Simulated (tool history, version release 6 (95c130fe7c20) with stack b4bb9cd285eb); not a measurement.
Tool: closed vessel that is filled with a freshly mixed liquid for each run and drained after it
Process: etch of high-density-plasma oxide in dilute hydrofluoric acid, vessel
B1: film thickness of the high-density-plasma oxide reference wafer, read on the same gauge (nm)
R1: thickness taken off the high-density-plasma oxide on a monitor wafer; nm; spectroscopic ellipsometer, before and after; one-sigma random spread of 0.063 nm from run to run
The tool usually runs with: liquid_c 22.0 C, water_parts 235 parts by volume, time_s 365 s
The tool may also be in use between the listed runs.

run 1 hour=0.0 | liquid_c=22.0 water_parts=235 time_s=435 | B1=99.99 | R1=10.47
run 2 hour=272.8 | liquid_c=20.5 water_parts=235 time_s=525 | B1=100.03 | R1=12.36
run 3 hour=310.7 | liquid_c=22.0 water_parts=235 time_s=365 | B1=100.00 | R1=9.11
run 4 hour=357.5 | liquid_c=22.0 water_parts=235 time_s=365 | B1=99.96 | R1=9.19
run 5 hour=421.5 | liquid_c=22.0 water_parts=235 time_s=365 | B1=100.01 | R1=9.28
run 6 hour=467.0 | liquid_c=22.0 water_parts=235 time_s=365 | B1=100.00 | R1=9.25
-- hour=475.1 hydrofluoric acid flow meter replaced
run 7 hour=550.8 | liquid_c=22.0 water_parts=235 time_s=365 | B1=100.01 | R1=8.83
run 8 hour=631.1 | liquid_c=22.0 water_parts=235 time_s=365 | B1=99.99 | R1=8.74
run 9 hour=687.7 | liquid_c=22.0 water_parts=235 time_s=365 | B1=99.97 | R1=8.96
run 10 hour=732.4 | liquid_c=22.0 water_parts=235 time_s=365 | B1=100.05 | R1=9.03
run 11 hour=829.6 | liquid_c=22.0 water_parts=235 time_s=215 | B1=100.05 | R1=5.30
-- hour=864.5 gauge calibrated
run 12 hour=916.4 | liquid_c=22.0 water_parts=165 time_s=245 | B1=99.99 | R1=9.14
run 13 hour=1018.5 | liquid_c=22.0 water_parts=165 time_s=245 | B1=99.97 | R1=9.31
-- hour=1037.8 thermometer replaced
run 14 hour=1091.1 | liquid_c=22.0 water_parts=165 time_s=245 | B1=100.01 | R1=8.60
run 15 hour=1198.9 | liquid_c=21.0 water_parts=235 time_s=365 | B1=100.01 | R1=8.12
run 16 hour=1277.5 | liquid_c=22.0 water_parts=145 time_s=495 | B1=99.99 | R1=20.26
run 17 hour=1340.1 | liquid_c=22.0 water_parts=235 time_s=365 | B1=100.06 | R1=8.62
run 18 hour=1405.3 | liquid_c=17.5 water_parts=235 time_s=365 | B1=100.01 | R1=7.29

Estimate the outcome of run 19 from the log above:
run 19 hour=1491.6 | liquid_c=19.0 water_parts=285 time_s=575 | B1=? | R1=?

{"run 19": {"B1": 100.0, "R1": 9.61}}
With the hidden condition absent and the run-to-run variation left alone, this run would have shown R1 8.98 nm.
